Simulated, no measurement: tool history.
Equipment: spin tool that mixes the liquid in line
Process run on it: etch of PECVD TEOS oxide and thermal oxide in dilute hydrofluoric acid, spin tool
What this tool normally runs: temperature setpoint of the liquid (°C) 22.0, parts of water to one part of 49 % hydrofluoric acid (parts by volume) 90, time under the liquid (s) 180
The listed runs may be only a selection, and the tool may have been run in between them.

run	hour	temperature setpoint of the liquid (°C)	parts of water to one part of 49 % hydrofluoric acid (parts by volume)	time under the liquid (s)	wafers since the last listed run	hours since the thermometer was replaced	hours since the hydrofluoric acid flow meter was replaced	hours since the gauge calibration	read-back film thickness of the PECVD TEOS oxide reference wafer, read on the same gauge (nm)	read-back film thickness of the thermal oxide reference wafer, read on the same gauge (nm)	thickness taken off the PECVD TEOS oxide on a monitor wafer (angstrom)	thickness taken off the thermal oxide on a monitor wafer (angstrom)
1	0.0	22.0	90	180	0	2506.5	166.5	496.7	90.00	50.02	183.7	92.6
2	45.4	22.0	90	180	372	2551.9	211.9	542.1	90.01	50.00	184.6	93.0
3	108.1	22.0	90	180	514	2614.6	274.6	604.8	90.00	49.99	187.8	94.0
4	155.3	22.0	90	260	387	2661.8	321.8	652.0	90.02	50.03	275.1	137.0
5	183.5	22.0	90	260	231	2690.0	350.0	680.2	89.97	50.00	278.7	139.3
# hour 227.6: hydrofluoric acid flow meter replaced
6	235.9	22.0	90	180	421	2742.4	8.3	732.6	90.03	49.98	178.4	90.2
7	306.2	22.0	90	180	577	2812.7	78.6	802.9	90.03	50.01	182.3	91.4
8	432.9	24.0	90	180	1040	2939.4	205.3	929.6	90.00	49.98	201.6	101.0
9	470.2	24.0	90	180	306	2976.7	242.6	966.9	89.97	50.00	206.1	102.8
10	541.8	24.0	90	180	587	3048.3	314.2	1038.5	90.01	50.02	208.1	104.5
11	601.3	22.0	90	180	488	3107.8	373.7	1098.0	90.01	49.99	197.0	98.1
12	662.5	22.0	90	180	502	3169.0	434.9	1159.2	89.99	49.98	196.8	99.4
13	694.1	27.0	125	90	259	3200.6	466.5	1190.8	89.99	50.01	83.8	41.4
# hour 706.7: hydrofluoric acid flow meter replaced
14	752.0	22.0	90	180	467	3258.5	45.3	1248.7	90.00	49.99	185.6	92.3
# hour 759.3: thermometer replaced
# hour 784.4: gauge calibrated
15	793.9	19.5	70	120	335	34.6	87.2	9.5	89.98	50.02	130.6	65.9
16	818.6	22.0	90	210	202	59.3	111.9	34.2	89.99	50.00	193.6	97.5
17	866.2	24.0	90	280	390	106.9	159.5	81.8	90.00	50.00	281.4	143.5
18	911.8	22.0	90	180	374	152.5	205.1	127.4	89.98	49.99	169.5	84.4
19	941.2	26.0	70	180	241	181.9	234.5	156.8	90.03	50.00	264.2	133.6
20	993.3	24.0	90	180	427	234.0	286.6	208.9	89.98	49.98	187.9	94.9
21	1035.2	22.0	65	285	343	275.9	328.5	250.8	90.00	50.02	393.7	198.5
22	1072.8	17.5	90	110	308	313.5	366.1	288.4	89.99	49.97	89.5	45.2
# hour 1112.3: hydrofluoric acid flow meter replaced
23	1116.3	19.5	60	95	348	357.0	4.0	331.9	90.00	50.02	119.7	60.3
24	1171.5	19.5	60	95	453	412.2	59.2	387.1	90.01	49.99	120.5	62.0
25	1229.4	18.0	135	150	475	470.1	117.1	445.0	89.99	50.02	75.6	37.8

Alternative continuations, all from the tool just after run 25; predict every row:
A	1229.9	18.0	90	180	4	470.6	117.6	445.5	?	?	?	?
B	1229.9	22.0	75	180	4	470.6	117.6	445.5	?	?	?	?
C	1229.9	17.0	65	270	4	470.6	117.6	445.5	?	?	?	?
D	1229.9	22.0	90	90	4	470.6	117.6	445.5	?	?	?	?
E	1229.9	22.0	90	220	4	470.6	117.6	445.5	?	?	?	?

run	read-back film thickness of the PECVD TEOS oxide reference wafer, read on the same gauge (nm)	read-back film thickness of the thermal oxide reference wafer, read on the same gauge (nm)	thickness taken off the PECVD TEOS oxide on a monitor wafer (angstrom)	thickness taken off the thermal oxide on a monitor wafer (angstrom)
A	90.02	50.01	142.4	71.4
B	90.02	50.01	205.2	102.8
C	90.02	50.01	291.2	146.0
D	90.02	50.01	84.0	42.1
E	90.02	50.01	205.2	102.9
Take away the tool's hidden state, keep each run's random variation, and the runs would have read:
run	thickness taken off the PECVD TEOS oxide on a monitor wafer (angstrom)	thickness taken off the thermal oxide on a monitor wafer (angstrom)
A	135.8	68.0
B	195.7	98.1
C	277.7	139.2
D	80.1	40.1
E	195.8	98.1
